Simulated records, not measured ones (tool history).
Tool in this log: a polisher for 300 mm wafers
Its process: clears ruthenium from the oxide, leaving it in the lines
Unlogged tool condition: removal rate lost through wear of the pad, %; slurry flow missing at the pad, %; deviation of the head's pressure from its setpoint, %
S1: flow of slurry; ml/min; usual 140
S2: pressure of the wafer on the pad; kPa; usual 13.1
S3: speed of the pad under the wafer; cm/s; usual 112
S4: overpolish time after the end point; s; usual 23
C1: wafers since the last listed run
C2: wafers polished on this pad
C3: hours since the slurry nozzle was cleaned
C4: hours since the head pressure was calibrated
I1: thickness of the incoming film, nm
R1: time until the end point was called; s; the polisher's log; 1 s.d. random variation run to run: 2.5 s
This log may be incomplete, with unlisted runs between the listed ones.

| run | hour | S1 | S2 | S3 | S4 | C1 | C2 | C3 | C4 | I1 | R1 |
|---|---|---|---|---|---|---|---|---|---|---|---|
| 1 | 0.0 | 140 | 13.1 | 112 | 23 | 0 | 534 | 148.3 | 351.0 | 160.6 | 188.8 |
|  | 82.1 | head pressure recalibrated |
| 2 | 199.0 | 140 | 13.1 | 112 | 23 | 1486 | 2021 | 347.3 | 116.9 | 161.8 | 206.5 |
| 3 | 274.8 | 140 | 13.1 | 112 | 23 | 572 | 2593 | 423.1 | 192.7 | 160.1 | 207.7 |
|  | 283.7 | worn pad replaced by a new one |
| 4 | 358.4 | 170 | 13.1 | 112 | 23 | 600 | 564 | 506.7 | 276.3 | 158.9 | 183.9 |
| 5 | 434.6 | 170 | 13.1 | 112 | 23 | 575 | 1139 | 582.9 | 352.5 | 159.7 | 188.6 |
|  | 459.8 | slurry nozzle cleaned |
|  | 499.6 | head pressure recalibrated |
| 6 | 542.5 | 170 | 13.1 | 112 | 23 | 791 | 1931 | 82.7 | 42.9 | 162.9 | 207.9 |
|  | 627.6 | worn pad replaced by a new one |
| 7 | 647.3 | 140 | 13.1 | 126 | 23 | 760 | 148 | 187.5 | 147.7 | 160.4 | 170.4 |
| 8 | 738.0 | 140 | 13.1 | 126 | 23 | 684 | 833 | 278.2 | 238.4 | 156.7 | 170.0 |
| 9 | 784.6 | 140 | 13.1 | 126 | 23 | 351 | 1185 | 324.8 | 285.0 | 158.9 | 179.7 |
| 10 | 823.1 | 140 | 13.1 | 132 | 34 | 290 | 1475 | 363.3 | 323.5 | 161.3 | 177.9 |
| 11 | 868.2 | 140 | 11.0 | 112 | 23 | 340 | 1816 | 408.4 | 368.6 | 162.0 | 236.3 |
|  | 872.1 | head pressure recalibrated |
| 12 | 948.3 | 140 | 13.1 | 112 | 30 | 589 | 2405 | 488.5 | 76.2 | 159.0 | 210.3 |
|  | 965.3 | worn pad replaced by a new one |
| 13 | 1023.3 | 105 | 13.1 | 112 | 23 | 535 | 437 | 563.5 | 151.2 | 157.5 | 196.2 |
|  | 1058.2 | slurry nozzle cleaned |
| 14 | 1113.1 | 140 | 13.1 | 136 | 23 | 670 | 1107 | 54.9 | 241.0 | 158.7 | 164.4 |
| 15 | 1174.8 | 140 | 13.1 | 112 | 23 | 465 | 1573 | 116.6 | 302.7 | 159.0 | 195.0 |
|  | 1288.9 | head pressure recalibrated |
|  | 1317.7 | worn pad replaced by a new one |
| 16 | 1403.0 | 140 | 17.9 | 88 | 18 | 1677 | 643 | 344.8 | 114.1 | 160.5 | 177.2 |
| 17 | 1498.7 | 140 | 8.3 | 112 | 23 | 722 | 1366 | 440.5 | 209.8 | 160.2 | 289.8 |
| 18 | 1568.8 | 180 | 10.3 | 112 | 23 | 529 | 1895 | 510.6 | 279.9 | 159.0 | 232.6 |

3 ways to go on from here, each from the tool as it stands after run 18. What would each give?
| A | 1569.3 | 140 | 13.1 | 78 | 23 | 3 | 1899 | 511.1 | 280.4 | 160.6 | ? |
| B | 1569.3 | 110 | 13.1 | 112 | 15 | 3 | 1899 | 511.1 | 280.4 | 160.6 | ? |
| C | 1569.3 | 120 | 11.0 | 140 | 13 | 3 | 1899 | 511.1 | 280.4 | 160.6 | ? |

| run | R1 |
|---|---|
| A | 259.5 |
| B | 207.6 |
| C | 196.3 |
Had the tool no hidden state, the same runs would have come out as:
| run | R1 |
|---|---|
| A | 234.1 |
| B | 187.3 |
| C | 177.0 |

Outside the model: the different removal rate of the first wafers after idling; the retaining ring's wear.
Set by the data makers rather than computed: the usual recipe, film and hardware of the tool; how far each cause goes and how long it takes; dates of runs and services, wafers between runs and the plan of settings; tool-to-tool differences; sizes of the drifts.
